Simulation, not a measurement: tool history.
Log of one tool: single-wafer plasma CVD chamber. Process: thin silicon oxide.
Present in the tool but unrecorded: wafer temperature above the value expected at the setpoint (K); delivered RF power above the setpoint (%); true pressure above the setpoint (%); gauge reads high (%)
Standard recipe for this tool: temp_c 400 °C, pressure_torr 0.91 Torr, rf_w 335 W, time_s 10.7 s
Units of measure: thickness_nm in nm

run	hour	temp_c	pressure_torr	rf_w	time_s	wafers since the last listed run	hours since the last thermocouple change	hours since the last RF generator calibration	hours since the last manometer calibration	hours since the showerhead was replaced	hours since the gauge calibration	read-back reference wafer on the same gauge, thickness_nm	thickness_nm
1	0	400	0.91	335	10.7	0	1944.5	96.7	2281.8	4765.7	1130.6	19.411	22.868
2	14.9	400	0.91	335	10.7	276	1959.4	111.6	2296.7	4780.6	1145.5	19.392	22.916
3	28.3	400	0.91	335	10.7	249	1972.8	125	2310.1	4794	1158.9	19.394	23.02
4	42.9	400	0.91	335	10.7	271	1987.4	139.6	2324.7	4808.6	1173.5	19.411	22.907
5	62.4	409	0.91	335	10.7	362	2006.9	159.1	2344.2	4828.1	1193	19.393	22.875
6	92.5	400	0.91	335	10.7	559	2037	189.2	2374.3	4858.2	1223.1	19.388	22.948
7	108.6	400	0.741	335	12.4	299	2053.1	205.3	2390.4	4874.3	1239.2	19.38	21.671
8	144.4	392	0.91	335	10.7	665	2088.9	241.1	2426.2	4910.1	1275	19.394	23.211
9	160.1	400	0.91	335	10.7	291	2104.6	256.8	2441.9	4925.8	1290.7	19.395	22.988
# hour 183.2: thermocouple changed; heater temperature recalibrated
10	184.3	400	0.749	280	9.6	301	1.1	281	2466.1	4950	1314.9	19.409	16.238
# hour 189.2: gauge calibrated
11	219	400	0.91	335	10.7	644	35.8	315.7	2500.8	4984.7	29.8	19.399	22.957
# hour 229.8: capacitance manometer re-zeroed and calibrated
12	248	400	0.91	335	10.7	390	64.8	344.7	18.2	5013.7	58.8	19.395	21.843
13	277.1	400	0.91	335	10.7	540	93.9	373.8	47.3	5042.8	87.9	19.394	21.835
# hour 308.3: showerhead replaced
14	312.4	400	0.91	335	10.7	507	129.2	409.1	82.6	4.1	123.2	19.408	21.802
15	347.3	392	0.7	310	8.8	648	164.1	444	117.5	39	158.1	19.405	13.317
16	367.5	400	0.91	335	10.7	375	184.3	464.2	137.7	59.2	178.3	19.394	21.838
17	396.2	400	0.91	300	10.7	533	213	492.9	166.4	87.9	207	19.413	21.228
18	415.5	400	0.91	335	11.6	358	232.3	512.2	185.7	107.2	226.3	19.392	23.61
19	439.2	400	0.91	400	10.7	440	256	535.9	209.4	130.9	250	19.407	22.864
20	455.3	395	0.91	315	12.5	299	272.1	552	225.5	147	266.1	19.404	25.447
21	501.2	400	0.91	335	10.7	852	318	597.9	271.4	192.9	312	19.402	22.046
22	529.1	412	1.106	290	10.7	518	345.9	625.8	299.3	220.8	339.9	19.385	24.656
23	546.7	400	0.91	335	10.7	327	363.5	643.4	316.9	238.4	357.5	19.414	22.094
24	564.1	400	0.91	335	10.7	323	380.9	660.8	334.3	255.8	374.9	19.401	21.934
25	584.3	413	0.91	395	10.7	375	401.1	681	354.5	276	395.1	19.397	22.561
26	608.2	414	0.997	390	12.4	444	425	704.9	378.4	299.9	419	19.401	28.311
27	629.8	400	0.849	385	9.7	401	446.6	726.5	400	321.5	440.6	19.399	19.218
28	663.4	400	0.91	290	11.9	624	480.2	760.1	433.6	355.1	474.2	19.4	23.731

Selected run-to-run steps in thickness_nm, each split into two signed amounts: the part the tool would show with no hidden state at all (from settings, incoming material and random variation), and the remainder, which goes to the hidden state together with any gauge scatter not common to the measured and the hidden-state-free results:
Run 10 -> 11: pressure_torr 0.749 -> 0.91, rf_w 280 -> 335, time_s 9.6 -> 10.7, gauge calibrated. thickness_nm +6.719 nm: hidden state +0.243, all else +6.476.
Run 11 -> 12: capacitance manometer re-zeroed and calibrated. thickness_nm -1.114 nm: hidden state -1.24, all else +0.126.
Run 15 -> 16: temp_c 392 -> 400, pressure_torr 0.7 -> 0.91, rf_w 310 -> 335, time_s 8.8 -> 10.7. thickness_nm +8.521 nm: hidden state +0.036, all else +8.485.
Run 26 -> 27: temp_c 414 -> 400, pressure_torr 0.997 -> 0.849, rf_w 390 -> 385, time_s 12.4 -> 9.7. thickness_nm -9.093 nm: hidden state -0.026, all else -9.067.

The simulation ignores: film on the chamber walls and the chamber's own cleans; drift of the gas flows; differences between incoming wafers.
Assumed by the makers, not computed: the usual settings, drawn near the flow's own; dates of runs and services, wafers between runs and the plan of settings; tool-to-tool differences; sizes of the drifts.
